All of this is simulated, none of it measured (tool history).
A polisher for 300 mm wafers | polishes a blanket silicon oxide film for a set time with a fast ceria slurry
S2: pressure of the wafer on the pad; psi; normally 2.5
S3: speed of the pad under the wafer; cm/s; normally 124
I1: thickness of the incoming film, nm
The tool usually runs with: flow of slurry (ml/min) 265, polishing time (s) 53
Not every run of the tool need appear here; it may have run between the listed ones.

run 1 hour=0.0 | flow_of_slurry_(ml/min)=295 S2=2.5 S3=124 polishing_time_(s)=61 | I1=2710.9 | film_removed_(angstrom)=10895
run 2 hour=16.0 | flow_of_slurry_(ml/min)=265 S2=2.5 S3=124 polishing_time_(s)=53 | I1=2664.9 | film_removed_(angstrom)=9606
run 3 hour=33.6 | flow_of_slurry_(ml/min)=265 S2=3.0 S3=124 polishing_time_(s)=53 | I1=2681.9 | film_removed_(angstrom)=11246
-- hour=68.4 worn pad replaced by a new one
run 4 hour=68.9 | flow_of_slurry_(ml/min)=265 S2=3.0 S3=124 polishing_time_(s)=53 | I1=2680.0 | film_removed_(angstrom)=11280
run 5 hour=94.7 | flow_of_slurry_(ml/min)=265 S2=2.5 S3=124 polishing_time_(s)=53 | I1=2717.7 | film_removed_(angstrom)=9441
run 6 hour=129.2 | flow_of_slurry_(ml/min)=265 S2=2.5 S3=124 polishing_time_(s)=53 | I1=2684.1 | film_removed_(angstrom)=9693
-- hour=150.2 slurry nozzle cleaned
run 7 hour=158.6 | flow_of_slurry_(ml/min)=265 S2=2.5 S3=124 polishing_time_(s)=53 | I1=2693.4 | film_removed_(angstrom)=9542
run 8 hour=187.8 | flow_of_slurry_(ml/min)=265 S2=2.5 S3=124 polishing_time_(s)=53 | I1=2704.9 | film_removed_(angstrom)=9448
-- hour=202.1 worn pad replaced by a new one
run 9 hour=223.6 | flow_of_slurry_(ml/min)=265 S2=2.5 S3=124 polishing_time_(s)=53 | I1=2638.9 | film_removed_(angstrom)=9681
run 10 hour=240.4 | flow_of_slurry_(ml/min)=265 S2=2.5 S3=134 polishing_time_(s)=46 | I1=2695.7 | film_removed_(angstrom)=8920
run 11 hour=263.8 | flow_of_slurry_(ml/min)=265 S2=2.5 S3=124 polishing_time_(s)=45 | I1=2639.6 | film_removed_(angstrom)=8151
run 12 hour=292.4 | flow_of_slurry_(ml/min)=265 S2=2.5 S3=124 polishing_time_(s)=53 | I1=2707.0 | film_removed_(angstrom)=9496
-- hour=314.6 worn pad replaced by a new one
run 13 hour=315.1 | flow_of_slurry_(ml/min)=315 S2=3.2 S3=124 polishing_time_(s)=53 | I1=2659.4 | film_removed_(angstrom)=12339
run 14 hour=338.5 | flow_of_slurry_(ml/min)=265 S2=2.5 S3=124 polishing_time_(s)=53 | I1=2656.4 | film_removed_(angstrom)=9587
run 15 hour=355.9 | flow_of_slurry_(ml/min)=265 S2=2.8 S3=124 polishing_time_(s)=53 | I1=2684.8 | film_removed_(angstrom)=10446
-- hour=362.3 head pressure recalibrated
-- hour=362.9 slurry nozzle cleaned
run 16 hour=369.1 | flow_of_slurry_(ml/min)=195 S2=1.6 S3=124 polishing_time_(s)=53 | I1=2643.8 | film_removed_(angstrom)=6952
run 17 hour=400.1 | flow_of_slurry_(ml/min)=210 S2=1.9 S3=140 polishing_time_(s)=65 | I1=2679.8 | film_removed_(angstrom)=11422
-- hour=429.5 worn pad replaced by a new one
run 18 hour=430.0 | flow_of_slurry_(ml/min)=305 S2=2.5 S3=96 polishing_time_(s)=53 | I1=2624.6 | film_removed_(angstrom)=8573
run 19 hour=461.6 | flow_of_slurry_(ml/min)=265 S2=3.0 S3=124 polishing_time_(s)=53 | I1=2656.4 | film_removed_(angstrom)=12737
run 20 hour=476.9 | flow_of_slurry_(ml/min)=265 S2=2.5 S3=124 polishing_time_(s)=53 | I1=2683.1 | film_removed_(angstrom)=10686
-- hour=550.0 worn pad replaced by a new one
-- hour=583.3 slurry nozzle cleaned
run 21 hour=583.8 | flow_of_slurry_(ml/min)=265 S2=3.0 S3=124 polishing_time_(s)=53 | I1=2671.3 | film_removed_(angstrom)=12181
run 22 hour=610.0 | flow_of_slurry_(ml/min)=215 S2=2.5 S3=124 polishing_time_(s)=53 | I1=2737.1 | film_removed_(angstrom)=10167
run 23 hour=637.1 | flow_of_slurry_(ml/min)=265 S2=2.5 S3=124 polishing_time_(s)=53 | I1=2687.0 | film_removed_(angstrom)=10333
run 24 hour=656.5 | flow_of_slurry_(ml/min)=185 S2=2.5 S3=124 polishing_time_(s)=53 | I1=2641.1 | film_removed_(angstrom)=9640

Each row is a separate what-if for the run after 24, all from the same tool condition, not one after another. Results?
run A hour=656.9 | flow_of_slurry_(ml/min)=265 S2=2.5 S3=124 polishing_time_(s)=53 | I1=2659.9 | film_removed_(angstrom)=?
run B hour=656.9 | flow_of_slurry_(ml/min)=265 S2=3.3 S3=142 polishing_time_(s)=45 | I1=2659.9 | film_removed_(angstrom)=?
run C hour=656.9 | flow_of_slurry_(ml/min)=265 S2=2.5 S3=144 polishing_time_(s)=40 | I1=2659.9 | film_removed_(angstrom)=?

run=A film_removed_(angstrom)=10266
run=B film_removed_(angstrom)=12893
run=C film_removed_(angstrom)=8920
Without the tool's hidden state the same runs would have given:
run=A film_removed_(angstrom)=10700
run=B film_removed_(angstrom)=13438
run=C film_removed_(angstrom)=9298
